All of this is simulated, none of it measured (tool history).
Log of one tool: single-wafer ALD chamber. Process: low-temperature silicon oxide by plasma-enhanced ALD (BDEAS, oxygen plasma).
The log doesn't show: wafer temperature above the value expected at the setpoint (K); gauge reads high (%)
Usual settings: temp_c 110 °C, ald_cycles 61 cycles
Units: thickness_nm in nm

run,hour,temp_c,ald_cycles,wafers since the last listed run,hours since the last thermocouple change,hours since the gauge calibration,"read-back reference wafer on the same gauge, thickness_nm",thickness_nm
1,0.0,110,61,0,1133.5,48.4,9.794,9.296
2,22.0,110,61,112,1155.5,70.4,9.788,9.287
3,51.8,110,61,152,1185.3,100.2,9.778,9.263
4,67.8,118,54,81,1201.3,116.2,9.774,8.091
5,96.4,118,54,146,1229.9,144.8,9.784,8.147
6,111.6,118,54,77,1245.1,160.0,9.778,8.113
7,133.6,110,55,112,1267.1,182.0,9.780,8.391
8,150.8,110,55,88,1284.3,199.2,9.781,8.396
9,173.2,110,55,114,1306.7,221.6,9.779,8.355
10,208.3,110,61,179,1341.8,256.7,9.787,9.268
11,237.6,110,61,150,1371.1,286.0,9.785,9.290
12,265.9,110,61,144,1399.4,314.3,9.786,9.285
13,289.6,110,61,121,1423.1,338.0,9.787,9.282
14,305.3,121,61,80,1438.8,353.7,9.774,9.079
# hour 320.9: thermocouple changed; heater temperature recalibrated
15,326.6,98,55,68,5.7,375.0,9.782,8.554
# hour 334.4: gauge calibrated
16,344.5,110,61,91,23.6,10.1,9.781,9.318
17,365.2,96,52,105,44.3,30.8,9.771,8.143
18,384.2,110,61,97,63.3,49.8,9.792,9.269
19,415.1,100,66,158,94.2,80.7,9.778,10.192
20,442.2,115,57,138,121.3,107.8,9.780,8.572
21,465.8,110,65,120,144.9,131.4,9.784,9.928
22,488.4,119,71,115,167.5,154.0,9.788,10.619
23,563.8,110,61,386,242.9,229.4,9.782,9.295
24,591.8,110,55,143,270.9,257.4,9.785,8.382
25,617.0,124,70,129,296.1,282.6,9.790,10.379
26,641.6,117,61,125,320.7,307.2,9.785,9.209

3 ways to go on from here, each from the tool as it stands after run 26. What would each give?
A,642.1,110,61,2,321.2,307.7,?,?
B,642.1,103,55,2,321.2,307.7,?,?
C,642.1,122,61,2,321.2,307.7,?,?

run,"read-back reference wafer on the same gauge, thickness_nm",thickness_nm
A,9.776,9.299
B,9.776,8.489
C,9.776,9.102
Without the tool's hidden state the same runs would have given:
run,thickness_nm
A,9.299
B,8.489
C,9.102
